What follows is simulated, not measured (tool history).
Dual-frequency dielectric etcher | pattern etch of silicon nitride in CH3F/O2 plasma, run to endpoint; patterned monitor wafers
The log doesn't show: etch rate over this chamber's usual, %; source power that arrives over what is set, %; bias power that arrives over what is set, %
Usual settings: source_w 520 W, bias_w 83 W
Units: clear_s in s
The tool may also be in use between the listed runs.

run   hour  source_w  bias_w  wafers since the last listed run  hours since the last wet clean  hours since the last source power generator calibration  hours since the last bias power generator calibration  hours since the last upper electrode change  incoming incoming film thickness, nm  clear_s
  1      0       520      83                                 0                           155.8                                                   3847.1                                                 2933.9                                       3029.3                                  93.1       97
  2   18.8       520      83                                87                           174.6                                                   3865.9                                                 2952.7                                       3048.1                                    93     98.3
  3   32.8       520      83                                64                           188.6                                                   3879.9                                                 2966.7                                       3062.1                                  93.4     97.8
  4   47.6       420      69                                68                           203.4                                                   3894.7                                                 2981.5                                       3076.9                                  92.2    113.9
  5   65.5       420      69                                82                           221.3                                                   3912.6                                                 2999.4                                       3094.8                                    93    115.6
  6   87.6       560      83                               102                           243.4                                                   3934.7                                                 3021.5                                       3116.9                                  93.3     95.3
  7  106.1       520      83                                85                           261.9                                                   3953.2                                                   3040                                       3135.4                                  92.8     98.1
  8  129.7       520      83                               109                           285.5                                                   3976.8                                                 3063.6                                         3159                                  93.4     98.2
  9  153.7       420      67                               111                           309.5                                                   4000.8                                                 3087.6                                         3183                                  92.7    117.6
 10  172.1       520      83                                85                           327.9                                                   4019.2                                                   3106                                       3201.4                                  93.6     97.4
     213.4  -- wet clean of the chamber
 11  213.9       590      83                                82                             0.5                                                     4061                                                 3147.8                                       3243.2                                  92.9     93.6
 12  229.9       520      83                                74                            16.5                                                     4077                                                 3163.8                                       3259.2                                  93.3     98.3
     254.2  -- source power generator calibrated
     265.3  -- upper electrode replaced
 13  265.8       400      83                                96                            52.4                                                     11.6                                                 3199.7                                          0.5                                  92.6    103.8
     347.5  -- bias power generator calibrated
 14  366.4       390      77                               447                             153                                                    112.2                                                   18.9                                        101.1                                  92.7    109.4
 15  389.2       520      83                               105                           175.8                                                      135                                                   41.7                                        123.9                                  92.5     98.4
 16  418.5       520      83                               135                           205.1                                                    164.3                                                     71                                        153.2                                  93.2     97.2
 17  434.3       420      67                                73                           220.9                                                    180.1                                                   86.8                                          169                                  92.9    115.8
 18  456.4       630      65                               102                             243                                                    202.2                                                  108.9                                        191.1                                  94.2    107.4
 19  471.8       590     100                                71                           258.4                                                    217.6                                                  124.3                                        206.5                                  92.2     84.1
 20  495.5       450      73                               109                           282.1                                                    241.3                                                    148                                        230.2                                  93.6    111.2
 21  510.2       390      64                                68                           296.8                                                      256                                                  162.7                                        244.9                                    93    123.1

4 ways to go on from here, each from the tool as it stands after run 21. What would each give?
  A  510.7       520      95                                 2                           297.3                                                    256.5                                                  163.2                                        245.4                                    93        ?
  B  510.7       610      83                                 2                           297.3                                                    256.5                                                  163.2                                        245.4                                    93        ?
  C  510.7       450      77                                 2                           297.3                                                    256.5                                                  163.2                                        245.4                                    93        ?
  D  510.7       520      72                                 2                           297.3                                                    256.5                                                  163.2                                        245.4                                    93        ?

run  clear_s
  A     90.7
  B     93.4
  C    106.4
  D    106.2
Without the tool's hidden state the same runs would have given:
run  clear_s
  A     90.7
  B     93.4
  C    106.4
  D    106.2

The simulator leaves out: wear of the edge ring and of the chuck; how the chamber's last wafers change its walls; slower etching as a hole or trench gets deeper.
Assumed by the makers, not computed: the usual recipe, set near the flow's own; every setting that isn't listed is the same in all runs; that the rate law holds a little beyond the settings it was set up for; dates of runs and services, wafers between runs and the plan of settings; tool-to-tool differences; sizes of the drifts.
